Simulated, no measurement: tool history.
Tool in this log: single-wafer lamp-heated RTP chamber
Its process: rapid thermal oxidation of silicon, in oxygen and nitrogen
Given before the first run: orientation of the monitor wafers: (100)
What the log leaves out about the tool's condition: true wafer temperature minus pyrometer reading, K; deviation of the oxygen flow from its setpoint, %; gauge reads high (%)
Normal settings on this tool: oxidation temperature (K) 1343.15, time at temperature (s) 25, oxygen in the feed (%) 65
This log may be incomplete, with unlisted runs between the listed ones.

run	day	oxidation temperature (K)	time at temperature (s)	oxygen in the feed (%)	wafers since the last listed run	wafers since the last pyrometer calibration	hours since the oxygen flow controller was replaced	hours since the gauge calibration	read-back reference wafer on the same gauge, thickness	oxide thickness on the monitor wafer (angstrom)
1	0.000	1355.15	25	65	0	3658	4558.4	735.4	4.785	63.01
# day 0.862: pyrometer window cleaned and pyrometer calibrated
2	2.396	1343.15	25	53	785	583	4615.9	792.9	4.780	53.42
3	6.042	1343.15	25	53	1388	1972	4703.4	880.4	4.776	53.87
4	10.054	1343.15	25	53	1528	3501	4799.7	976.7	4.779	53.74
# day 11.654: pyrometer window cleaned and pyrometer calibrated
5	22.042	1343.15	25	65	4439	3956	5087.4	1264.4	4.779	58.13
# day 22.842: pyrometer window cleaned and pyrometer calibrated
6	26.283	1343.15	25	65	1488	1311	5189.2	1366.2	4.782	57.51
7	29.308	1343.15	25	65	1152	2464	5261.8	1438.8	4.777	57.56
# day 29.642: oxygen flow controller replaced
8	32.983	1343.15	25	65	1273	3737	80.2	1527.0	4.776	57.99
# day 34.179: pyrometer window cleaned and pyrometer calibrated
# day 35.054: gauge calibrated
9	36.358	1343.15	25	65	1158	830	161.2	31.3	4.777	57.40
10	40.596	1343.15	25	65	1614	2445	262.9	133.0	4.778	57.69
11	42.867	1343.15	34	37	865	3310	317.4	187.5	4.781	54.31
# day 44.608: pyrometer window cleaned and pyrometer calibrated
12	46.962	1363.15	31	44	1433	896	415.7	285.8	4.777	62.55
13	48.825	1343.15	34	37	709	1606	460.4	330.5	4.785	53.86
14	52.329	1364.15	31	65	1334	2941	544.5	414.6	4.777	72.08
15	55.317	1367.15	35	73	1138	4079	616.2	486.3	4.779	81.53
# day 57.300: pyrometer window cleaned and pyrometer calibrated
16	57.321	1343.15	25	52	636	8	664.3	534.4	4.782	52.50

Here are 3 independent what-if runs from the current tool condition. What would each one return?
A	57.338	1343.15	21	65	6	14	664.7	534.8	?	?
B	57.338	1321.15	33	65	6	14	664.7	534.8	?	?
C	57.338	1369.15	15	80	6	14	664.7	534.8	?	?

run	read-back reference wafer on the same gauge, thickness	oxide thickness on the monitor wafer (angstrom)
A	4.782	53.06
B	4.782	55.37
C	4.782	58.83
Take away the tool's hidden state, keep each run's random variation, and the runs would have read:
run	oxide thickness on the monitor wafer (angstrom)
A	53.03
B	55.33
C	58.79
